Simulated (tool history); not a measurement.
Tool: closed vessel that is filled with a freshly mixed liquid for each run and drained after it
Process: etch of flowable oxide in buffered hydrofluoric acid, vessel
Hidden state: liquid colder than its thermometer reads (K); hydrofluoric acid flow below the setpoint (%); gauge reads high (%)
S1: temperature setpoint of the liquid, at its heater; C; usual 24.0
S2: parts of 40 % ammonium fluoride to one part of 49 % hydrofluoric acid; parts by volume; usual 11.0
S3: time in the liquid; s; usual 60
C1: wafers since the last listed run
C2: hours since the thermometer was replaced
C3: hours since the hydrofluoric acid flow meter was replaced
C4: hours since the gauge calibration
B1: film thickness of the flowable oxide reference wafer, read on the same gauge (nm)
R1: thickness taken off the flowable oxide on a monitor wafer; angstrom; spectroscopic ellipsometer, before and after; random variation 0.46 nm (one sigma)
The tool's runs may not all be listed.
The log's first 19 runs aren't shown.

run	day	S1	S2	S3	C1	C2	C3	C4	B1	R1
# day 10.542: hydrofluoric acid flow meter replaced
# day 10.917: thermometer replaced
20	10.938	24.0	15.0	60	1377	0.5	9.5	224.3	30.00	1086.0
# day 12.017: gauge calibrated
21	12.917	24.0	15.0	40	4277	48.0	57.0	21.6	30.02	713.9
22	13.588	27.5	11.0	45	1449	64.1	73.1	37.7	29.99	1316.0
23	13.904	24.0	11.0	60	684	71.7	80.7	45.3	30.00	1447.7
24	14.458	19.5	15.5	30	1197	85.0	94.0	58.6	30.02	403.1
25	14.729	22.0	12.5	60	585	91.5	100.5	65.1	29.99	1145.7
26	15.400	24.0	9.0	60	1449	107.6	116.6	81.2	30.01	1711.6
27	15.962	27.0	10.0	90	1215	121.1	130.1	94.7	29.98	2799.5
28	16.529	27.5	11.0	45	1224	134.7	143.7	108.3	29.99	1299.6
29	16.783	24.0	11.0	60	549	140.8	149.8	114.4	29.96	1425.2
30	17.404	24.0	11.0	60	1341	155.7	164.7	129.3	30.01	1436.0
31	17.983	24.0	11.0	60	1251	169.6	178.6	143.2	29.96	1424.6
32	18.650	24.0	15.5	30	1440	185.6	194.6	159.2	29.99	509.5
33	19.250	24.0	11.0	60	1296	200.0	209.0	173.6	30.00	1421.1

3 ways to go on from here, each from the tool as it stands after run 33. What would each give?
A	19.279	22.5	11.0	60	63	200.7	209.7	174.3	?	?
B	19.279	24.0	13.0	50	63	200.7	209.7	174.3	?	?
C	19.279	28.5	12.0	80	63	200.7	209.7	174.3	?	?

run	B1	R1
A	30.02	1315.3
B	30.02	1010.8
C	30.02	2229.4
Without the tool's hidden state the same runs would have given:
run	R1
A	1374.8
B	1056.5
C	2328.6
